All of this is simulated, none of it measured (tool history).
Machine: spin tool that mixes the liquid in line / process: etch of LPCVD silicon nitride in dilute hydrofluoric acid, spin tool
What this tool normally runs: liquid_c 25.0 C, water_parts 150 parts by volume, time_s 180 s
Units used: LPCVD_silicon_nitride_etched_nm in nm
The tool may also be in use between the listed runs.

| run | hour | liquid_c | water_parts | time_s | wafers since the last listed run | hours since the thermometer was replaced | hours since the hydrofluoric acid flow meter was replaced | hours since the gauge calibration | read-back film thickness of the LPCVD silicon nitride reference wafer, read on the same gauge (nm) | LPCVD_silicon_nitride_etched_nm |
|---|---|---|---|---|---|---|---|---|---|---|
| 1 | 0.0 | 25.0 | 150 | 180 | 0 | 1870.8 | 1417.2 | 106.8 | 49.989 | 0.688 |
| 2 | 9.8 | 25.0 | 120 | 155 | 50 | 1880.6 | 1427.0 | 116.6 | 50.005 | 0.702 |
| 3 | 25.5 | 25.0 | 150 | 180 | 80 | 1896.3 | 1442.7 | 132.3 | 49.999 | 0.644 |
| 4 | 39.6 | 25.0 | 150 | 180 | 72 | 1910.4 | 1456.8 | 146.4 | 50.010 | 0.680 |
| 5 | 46.5 | 25.0 | 150 | 180 | 35 | 1917.3 | 1463.7 | 153.3 | 49.988 | 0.695 |
| 6 | 53.7 | 25.0 | 150 | 180 | 37 | 1924.5 | 1470.9 | 160.5 | 49.974 | 0.628 |
| 7 | 82.3 | 25.0 | 150 | 180 | 147 | 1953.1 | 1499.5 | 189.1 | 49.999 | 0.680 |
| 8 | 95.6 | 25.0 | 150 | 180 | 68 | 1966.4 | 1512.8 | 202.4 | 50.024 | 0.660 |
| 9 | 104.6 | 25.0 | 150 | 180 | 46 | 1975.4 | 1521.8 | 211.4 | 49.995 | 0.627 |
| 10 | 110.7 | 25.0 | 150 | 180 | 31 | 1981.5 | 1527.9 | 217.5 | 50.018 | 0.693 |
| 11 | 125.8 | 25.0 | 150 | 180 | 77 | 1996.6 | 1543.0 | 232.6 | 49.993 | 0.642 |
| 12 | 135.3 | 25.0 | 150 | 180 | 48 | 2006.1 | 1552.5 | 242.1 | 50.036 | 0.668 |
| 13 | 149.0 | 20.0 | 115 | 270 | 70 | 2019.8 | 1566.2 | 255.8 | 50.006 | 0.905 |
| 14 | 166.3 | 23.5 | 170 | 285 | 88 | 2037.1 | 1583.5 | 273.1 | 49.975 | 0.831 |
| 15 | 181.5 | 22.0 | 220 | 260 | 78 | 2052.3 | 1598.7 | 288.3 | 49.999 | 0.554 |
|  | 187.2 | thermometer replaced |
| 16 | 192.4 | 25.0 | 90 | 180 | 50 | 5.2 | 1609.6 | 299.2 | 49.998 | 1.113 |
|  | 195.9 | gauge calibrated |
| 17 | 200.0 | 25.0 | 150 | 180 | 39 | 12.8 | 1617.2 | 4.1 | 49.968 | 0.631 |
| 18 | 209.1 | 21.0 | 150 | 210 | 46 | 21.9 | 1626.3 | 13.2 | 50.008 | 0.624 |
| 19 | 226.7 | 30.0 | 225 | 230 | 90 | 39.5 | 1643.9 | 30.8 | 49.979 | 0.787 |
|  | 228.4 | hydrofluoric acid flow meter replaced |
| 20 | 248.8 | 25.0 | 150 | 235 | 108 | 61.6 | 20.4 | 52.9 | 49.978 | 0.888 |
| 21 | 256.5 | 25.0 | 150 | 80 | 39 | 69.3 | 28.1 | 60.6 | 49.985 | 0.290 |
| 22 | 266.5 | 25.0 | 150 | 180 | 51 | 79.3 | 38.1 | 70.6 | 49.988 | 0.647 |
| 23 | 279.3 | 25.0 | 150 | 180 | 65 | 92.1 | 50.9 | 83.4 | 50.013 | 0.672 |
| 24 | 287.3 | 20.5 | 95 | 290 | 41 | 100.1 | 58.9 | 91.4 | 49.994 | 1.258 |

Each row is a separate what-if for the run after 24, all from the same tool condition, not one after another. Results?
| A | 287.8 | 25.0 | 150 | 180 | 2 | 100.6 | 59.4 | 91.9 | ? | ? |
| B | 287.8 | 25.0 | 180 | 210 | 2 | 100.6 | 59.4 | 91.9 | ? | ? |
| C | 287.8 | 23.5 | 100 | 180 | 2 | 100.6 | 59.4 | 91.9 | ? | ? |
| D | 287.8 | 25.0 | 210 | 150 | 2 | 100.6 | 59.4 | 91.9 | ? | ? |
| E | 287.8 | 20.5 | 150 | 180 | 2 | 100.6 | 59.4 | 91.9 | ? | ? |

| run | read-back film thickness of the LPCVD silicon nitride reference wafer, read on the same gauge (nm) | LPCVD_silicon_nitride_etched_nm |
|---|---|---|
| A | 49.982 | 0.658 |
| B | 49.982 | 0.640 |
| C | 49.982 | 0.891 |
| D | 49.982 | 0.392 |
| E | 49.982 | 0.490 |
What these runs would have given with no unlogged condition in the tool:
| run | LPCVD_silicon_nitride_etched_nm |
|---|---|
| A | 0.658 |
| B | 0.640 |
| C | 0.891 |
| D | 0.392 |
| E | 0.490 |
